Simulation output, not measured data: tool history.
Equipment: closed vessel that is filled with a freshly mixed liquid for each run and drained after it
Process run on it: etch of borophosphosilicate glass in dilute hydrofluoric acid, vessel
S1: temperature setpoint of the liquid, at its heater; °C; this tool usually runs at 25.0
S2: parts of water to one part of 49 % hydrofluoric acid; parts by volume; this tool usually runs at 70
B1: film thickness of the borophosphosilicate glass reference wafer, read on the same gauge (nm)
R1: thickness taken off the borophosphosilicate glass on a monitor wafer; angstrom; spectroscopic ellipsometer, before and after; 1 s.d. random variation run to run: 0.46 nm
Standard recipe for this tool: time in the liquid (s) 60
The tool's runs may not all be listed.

Run 1, hour 0.0: usual settings but S2 55 parts by volume; B1 119.29. Result: R1 648.6 angstrom.
At hour 13.9: thermometer replaced.
Run 2, hour 154.1: usual settings but S2 55 parts by volume; B1 118.82. Result: R1 632.6 angstrom.
Run 3, hour 223.8: usual settings; B1 118.58. Result: R1 502.5 angstrom.
Run 4, hour 285.5: usual settings; B1 118.39. Result: R1 498.7 angstrom.
Run 5, hour 320.2: usual settings; B1 118.26. Result: R1 492.1 angstrom.
Run 6, hour 383.0: usual settings; B1 118.01. Result: R1 485.4 angstrom.
Run 7, hour 413.7: usual settings; B1 117.93. Result: R1 483.5 angstrom.
Run 8, hour 443.9: usual settings; B1 117.81. Result: R1 493.2 angstrom.
At hour 495.7: thermometer replaced.
Run 9, hour 496.1: usual settings but S2 45 parts by volume; B1 117.62. Result: R1 793.1 angstrom.
Run 10, hour 551.9: usual settings but S1 27.0 °C, time in the liquid (s) 30; B1 117.42. Result: R1 265.6 angstrom.
Run 11, hour 585.1: usual settings but S1 20.5 °C, time in the liquid (s) 35; B1 117.24. Result: R1 236.6 angstrom.
Run 12, hour 649.1: usual settings but S2 55 parts by volume; B1 117.02. Result: R1 640.4 angstrom.
Run 13, hour 704.5: usual settings but S1 27.5 °C, S2 50 parts by volume, time in the liquid (s) 35; B1 116.77. Result: R1 456.0 angstrom.
Run 14, hour 745.8: usual settings; B1 116.55. Result: R1 487.5 angstrom.
At hour 784.1: hydrofluoric acid flow meter replaced.
Run 15, hour 798.3: usual settings; B1 116.34. Result: R1 481.4 angstrom.
Run 16, hour 868.2: usual settings but S1 28.0 °C; B1 116.00. Result: R1 541.4 angstrom.
Run 17, hour 939.0: usual settings but time in the liquid (s) 50; B1 115.59. Result: R1 396.8 angstrom.
At hour 969.4: thermometer replaced.
Run 18, hour 995.5: usual settings but S1 28.0 °C, S2 85 parts by volume; B1 115.30. Result: R1 425.4 angstrom.
Run 19, hour 1047.7: usual settings; B1 115.02. Result: R1 483.7 angstrom.
At hour 1050.7: gauge calibrated.
Run 20, hour 1112.4: usual settings; B1 119.71. Result: R1 502.2 angstrom.
Run 21, hour 1147.5: usual settings; B1 119.69. Result: R1 500.1 angstrom.
Run 22, hour 1203.9: usual settings but S1 23.0 °C, S2 95 parts by volume, time in the liquid (s) 95; B1 119.68. Result: R1 515.7 angstrom.
Run 23, hour 1322.6: usual settings but S1 29.0 °C, S2 35 parts by volume, time in the liquid (s) 85; B1 119.61. Result: R1 1736.8 angstrom.
Run 24, hour 1386.4: usual settings but S1 21.0 °C; B1 119.53. Result: R1 429.3 angstrom.
Run 25, hour 1450.3: usual settings but S2 55 parts by volume, time in the liquid (s) 90; B1 119.49. Result: R1 988.2 angstrom.
At hour 1458.5: thermometer replaced.
Run 26, hour 1491.8: usual settings; B1 119.42. Result: R1 492.2 angstrom.
Run 27, hour 1548.8: usual settings but S1 23.5 °C, time in the liquid (s) 75; B1 119.40. Result: R1 589.6 angstrom.
Run 28, hour 1592.7: usual settings but S1 22.0 °C, S2 90 parts by volume, time in the liquid (s) 35; B1 119.33. Result: R1 196.1 angstrom.
Run 29, hour 1645.7: usual settings but S1 21.0 °C, time in the liquid (s) 45; B1 119.25. Result: R1 321.8 angstrom.
Run 30, hour 1688.5: usual settings but S1 20.5 °C; B1 119.20. Result: R1 412.1 angstrom.

5 options for the next run, each taken on its own from the tool as it stands now. Forecast them:
Run A, hour 1689.2: usual settings but S1 28.5 °C; B1 ?. Result: R1 ?.
Run B, hour 1689.2: usual settings but S1 20.0 °C; B1 ?. Result: R1 ?.
Run C, hour 1689.2: usual settings but time in the liquid (s) 75; B1 ?. Result: R1 ?.
Run D, hour 1689.2: usual settings but S1 27.0 °C, S2 55 parts by volume; B1 ?. Result: R1 ?.
Run E, hour 1689.2: usual settings but S1 28.0 °C, S2 80 parts by volume, time in the liquid (s) 45; B1 ?. Result: R1 ?.

run      B1     R1
  A  119.21  571.4
  B  119.21  405.2
  C  119.21  621.9
  D  119.21  700.2
  E  119.21  362.6
Without the tool's unlogged condition, the same runs would have read:
run     R1
  A  575.3
  B  407.9
  C  626.0
  D  705.0
  E  365.0
